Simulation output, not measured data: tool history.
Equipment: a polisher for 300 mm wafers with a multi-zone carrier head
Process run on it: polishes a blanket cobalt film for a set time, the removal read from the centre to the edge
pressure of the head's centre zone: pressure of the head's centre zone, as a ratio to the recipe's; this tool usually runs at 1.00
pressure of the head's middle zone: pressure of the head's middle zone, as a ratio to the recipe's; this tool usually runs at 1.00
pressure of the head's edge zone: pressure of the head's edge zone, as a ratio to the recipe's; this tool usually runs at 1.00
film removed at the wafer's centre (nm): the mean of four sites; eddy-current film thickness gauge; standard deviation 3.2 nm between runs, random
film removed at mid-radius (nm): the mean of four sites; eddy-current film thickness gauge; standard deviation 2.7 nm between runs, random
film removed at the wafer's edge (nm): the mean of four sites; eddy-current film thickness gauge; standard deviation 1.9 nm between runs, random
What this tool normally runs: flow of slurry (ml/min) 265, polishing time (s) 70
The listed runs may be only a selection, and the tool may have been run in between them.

run	hour	flow of slurry (ml/min)	pressure of the head's centre zone	pressure of the head's middle zone	pressure of the head's edge zone	polishing time (s)	incoming thickness of the incoming film, nm	film removed at the wafer's centre (nm)	film removed at mid-radius (nm)	film removed at the wafer's edge (nm)
1	0.0	265	1.00	1.00	1.00	70	1314.9	323.1	317.0	311.3
2	57.7	265	1.00	1.00	1.00	70	1343.5	319.7	314.5	311.2
3	100.1	265	1.00	1.00	1.00	70	1321.5	320.8	320.0	313.9
# hour 103.8: slurry nozzle cleaned
# hour 108.3: edge zone pressure recalibrated
# hour 145.0: carrier head's membrane replaced by a new one
# hour 158.2: worn pad replaced by a new one
4	160.2	265	1.00	1.00	1.00	70	1354.0	317.8	322.9	313.5
5	197.4	265	1.00	1.00	1.00	70	1327.1	323.3	320.6	312.9
6	266.3	265	1.00	1.00	1.00	70	1319.5	321.0	318.4	312.3
7	336.4	265	1.00	1.00	0.96	70	1331.2	318.6	315.4	308.1
8	393.3	265	1.00	1.00	0.96	70	1320.9	315.1	320.0	307.2
# hour 416.2: worn pad replaced by a new one
9	444.0	265	1.00	1.00	0.96	70	1338.8	320.9	319.9	304.8
10	498.9	265	1.00	1.00	1.00	78	1306.5	355.7	358.0	348.4
11	533.2	315	1.00	0.88	1.00	70	1339.3	330.2	294.7	317.7
# hour 645.2: slurry nozzle cleaned
# hour 649.2: centre zone pressure recalibrated
# hour 662.1: edge zone pressure recalibrated
# hour 672.3: worn pad replaced by a new one
12	726.0	265	1.09	1.00	1.05	70	1345.8	352.0	322.2	320.9
13	882.3	265	1.00	1.00	1.00	70	1351.2	319.0	313.0	311.0
# hour 904.4: carrier head's membrane replaced by a new one
# hour 911.5: worn pad replaced by a new one
14	941.0	180	1.00	1.00	0.95	70	1312.7	300.9	301.1	296.7
15	971.4	265	1.00	1.00	1.00	70	1344.2	321.8	322.1	312.7
16	1005.6	350	1.00	1.09	1.00	70	1306.7	325.2	350.3	317.1
17	1063.3	190	1.00	0.97	1.00	70	1340.0	309.3	300.2	304.2
18	1099.1	185	1.12	1.00	1.00	57	1320.3	278.6	249.1	246.4
# hour 1128.6: worn pad replaced by a new one
19	1129.1	265	1.00	0.91	0.96	89	1337.8	407.1	379.2	387.7
20	1153.5	265	1.00	1.00	1.00	70	1333.1	324.0	318.1	312.6
21	1210.5	265	1.00	1.00	1.00	70	1335.3	322.1	316.9	314.1

Consider 4 possible next runs. They are alternatives, not a sequence: every one starts from the tool as it was left by run 21. What does each give?
A	1210.9	355	1.00	1.00	1.00	70	1321.5	?	?	?
B	1210.9	265	0.97	1.00	1.00	63	1321.5	?	?	?
C	1210.9	265	1.04	1.00	1.00	70	1321.5	?	?	?
D	1210.9	265	1.00	1.00	1.00	64	1321.5	?	?	?

run	film removed at the wafer's centre (nm)	film removed at mid-radius (nm)	film removed at the wafer's edge (nm)
A	328.8	322.6	316.8
B	278.6	282.8	279.5
C	332.1	314.1	310.5
D	291.9	287.2	283.9
Stripped of hidden state, with their random variation kept, the same runs would have yielded:
run	film removed at the wafer's centre (nm)	film removed at mid-radius (nm)	film removed at the wafer's edge (nm)
A	328.8	322.6	316.8
B	278.6	282.8	279.5
C	332.1	314.1	310.5
D	291.9	287.2	283.9
